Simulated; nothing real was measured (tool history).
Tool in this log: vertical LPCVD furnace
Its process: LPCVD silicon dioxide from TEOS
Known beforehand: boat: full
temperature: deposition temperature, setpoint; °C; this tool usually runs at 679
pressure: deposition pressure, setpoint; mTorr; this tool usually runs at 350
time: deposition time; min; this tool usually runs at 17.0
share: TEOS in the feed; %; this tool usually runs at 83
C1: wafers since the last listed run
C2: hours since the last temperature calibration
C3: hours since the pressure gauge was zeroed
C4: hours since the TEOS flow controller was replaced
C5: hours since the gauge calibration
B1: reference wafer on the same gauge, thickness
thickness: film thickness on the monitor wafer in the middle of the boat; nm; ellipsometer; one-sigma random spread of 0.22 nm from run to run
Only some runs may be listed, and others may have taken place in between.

run 1 hour=0.0 | temperature=679 pressure=300 time=14.0 share=83 | C1=0 C2=4577.8 C3=1660.0 C4=5384.4 C5=402.3 | B1=92.49 | thickness=70.64
run 2 hour=42.2 | temperature=679 pressure=300 time=14.0 share=83 | C1=583 C2=4620.0 C3=1702.2 C4=5426.6 C5=444.5 | B1=92.52 | thickness=70.87
run 3 hour=82.7 | temperature=679 pressure=300 time=14.0 share=83 | C1=560 C2=4660.5 C3=1742.7 C4=5467.1 C5=485.0 | B1=92.45 | thickness=70.78
run 4 hour=150.0 | temperature=679 pressure=350 time=11.5 share=83 | C1=930 C2=4727.8 C3=1810.0 C4=5534.4 C5=552.3 | B1=92.52 | thickness=62.94
run 5 hour=178.7 | temperature=676 pressure=350 time=17.0 share=83 | C1=396 C2=4756.5 C3=1838.7 C4=5563.1 C5=581.0 | B1=92.52 | thickness=86.54
run 6 hour=249.4 | temperature=679 pressure=350 time=17.0 share=83 | C1=977 C2=4827.2 C3=1909.4 C4=5633.8 C5=651.7 | B1=92.39 | thickness=93.51
-- hour=286.8 thermocouples replaced and temperature profile calibrated
run 7 hour=315.5 | temperature=679 pressure=350 time=17.0 share=83 | C1=582 C2=28.7 C3=1975.5 C4=5699.9 C5=717.8 | B1=92.56 | thickness=89.26
run 8 hour=351.4 | temperature=679 pressure=350 time=17.0 share=83 | C1=496 C2=64.6 C3=2011.4 C4=5735.8 C5=753.7 | B1=92.48 | thickness=89.41
run 9 hour=421.3 | temperature=679 pressure=310 time=17.0 share=83 | C1=966 C2=134.5 C3=2081.3 C4=5805.7 C5=823.6 | B1=92.42 | thickness=84.02
-- hour=597.0 gauge calibrated
-- hour=632.6 pressure gauge zeroed
run 10 hour=633.1 | temperature=683 pressure=350 time=17.0 share=83 | C1=2597 C2=346.3 C3=0.5 C4=6017.5 C5=36.1 | B1=92.55 | thickness=100.33
run 11 hour=653.4 | temperature=679 pressure=350 time=17.0 share=83 | C1=280 C2=366.6 C3=20.8 C4=6037.8 C5=56.4 | B1=92.54 | thickness=90.86
run 12 hour=690.5 | temperature=682 pressure=400 time=20.5 share=83 | C1=513 C2=403.7 C3=57.9 C4=6074.9 C5=93.5 | B1=92.53 | thickness=125.75
run 13 hour=749.5 | temperature=679 pressure=310 time=14.5 share=75 | C1=815 C2=462.7 C3=116.9 C4=6133.9 C5=152.5 | B1=92.54 | thickness=69.25
run 14 hour=820.1 | temperature=679 pressure=435 time=17.0 share=88 | C1=976 C2=533.3 C3=187.5 C4=6204.5 C5=223.1 | B1=92.46 | thickness=104.23
run 15 hour=873.8 | temperature=685 pressure=395 time=21.0 share=69 | C1=742 C2=587.0 C3=241.2 C4=6258.2 C5=276.8 | B1=92.50 | thickness=124.39
-- hour=911.7 TEOS flow controller replaced
run 16 hour=915.9 | temperature=679 pressure=320 time=17.0 share=83 | C1=250 C2=629.1 C3=283.3 C4=4.2 C5=318.9 | B1=92.53 | thickness=86.24
run 17 hour=984.1 | temperature=688 pressure=425 time=22.5 share=94 | C1=943 C2=697.3 C3=351.5 C4=72.4 C5=387.1 | B1=92.56 | thickness=173.96
run 18 hour=1036.8 | temperature=679 pressure=350 time=17.0 share=83 | C1=728 C2=750.0 C3=404.2 C4=125.1 C5=439.8 | B1=92.52 | thickness=90.20
run 19 hour=1084.0 | temperature=679 pressure=415 time=17.0 share=66 | C1=652 C2=797.2 C3=451.4 C4=172.3 C5=487.0 | B1=92.49 | thickness=87.57
run 20 hour=1116.4 | temperature=676 pressure=350 time=23.5 share=91 | C1=448 C2=829.6 C3=483.8 C4=204.7 C5=519.4 | B1=92.40 | thickness=121.44
run 21 hour=1184.9 | temperature=679 pressure=300 time=22.5 share=83 | C1=947 C2=898.1 C3=552.3 C4=273.2 C5=587.9 | B1=92.37 | thickness=110.29
run 22 hour=1229.8 | temperature=679 pressure=385 time=14.0 share=90 | C1=620 C2=943.0 C3=597.2 C4=318.1 C5=632.8 | B1=92.58 | thickness=80.96
run 23 hour=1263.9 | temperature=679 pressure=350 time=17.0 share=91 | C1=471 C2=977.1 C3=631.3 C4=352.2 C5=666.9 | B1=92.49 | thickness=93.70
run 24 hour=1314.1 | temperature=674 pressure=270 time=22.0 share=83 | C1=694 C2=1027.3 C3=681.5 C4=402.4 C5=717.1 | B1=92.43 | thickness=89.93
run 25 hour=1384.1 | temperature=679 pressure=350 time=17.0 share=88 | C1=968 C2=1097.3 C3=751.5 C4=472.4 C5=787.1 | B1=92.53 | thickness=92.49
run 26 hour=1451.3 | temperature=679 pressure=350 time=17.0 share=83 | C1=929 C2=1164.5 C3=818.7 C4=539.6 C5=854.3 | B1=92.53 | thickness=89.61
run 27 hour=1497.5 | temperature=675 pressure=325 time=13.0 share=83 | C1=638 C2=1210.7 C3=864.9 C4=585.8 C5=900.5 | B1=92.54 | thickness=60.03
run 28 hour=1540.4 | temperature=670 pressure=350 time=17.0 share=83 | C1=593 C2=1253.6 C3=907.8 C4=628.7 C5=943.4 | B1=92.52 | thickness=72.00
run 29 hour=1568.8 | temperature=669 pressure=350 time=17.0 share=83 | C1=392 C2=1282.0 C3=936.2 C4=657.1 C5=971.8 | B1=92.51 | thickness=70.24
run 30 hour=1605.6 | temperature=679 pressure=350 time=12.5 share=83 | C1=508 C2=1318.8 C3=973.0 C4=693.9 C5=1008.6 | B1=92.43 | thickness=66.18
run 31 hour=1672.1 | temperature=688 pressure=405 time=17.0 share=83 | C1=919 C2=1385.3 C3=1039.5 C4=760.4 C5=1075.1 | B1=92.47 | thickness=120.16

Branching from run 31: 4 alternative next runs. What would each branch give?
run A hour=1676.3 | temperature=679 pressure=350 time=17.0 share=83 | C1=58 C2=1389.5 C3=1043.7 C4=764.6 C5=1079.3 | B1=? | thickness=?
run B hour=1676.3 | temperature=679 pressure=275 time=23.5 share=97 | C1=58 C2=1389.5 C3=1043.7 C4=764.6 C5=1079.3 | B1=? | thickness=?
run C hour=1676.3 | temperature=679 pressure=435 time=10.5 share=71 | C1=58 C2=1389.5 C3=1043.7 C4=764.6 C5=1079.3 | B1=? | thickness=?
run D hour=1676.3 | temperature=672 pressure=350 time=20.5 share=83 | C1=58 C2=1389.5 C3=1043.7 C4=764.6 C5=1079.3 | B1=? | thickness=?

run=A B1=92.53 thickness=89.63
run=B B1=92.53 thickness=118.18
run=C B1=92.53 thickness=57.27
run=D B1=92.53 thickness=91.07
The same runs, with their run-to-run variation unchanged, on a tool lacking any hidden condition would have given:
run=A thickness=90.55
run=B thickness=119.94
run=C thickness=57.66
run=D thickness=91.99
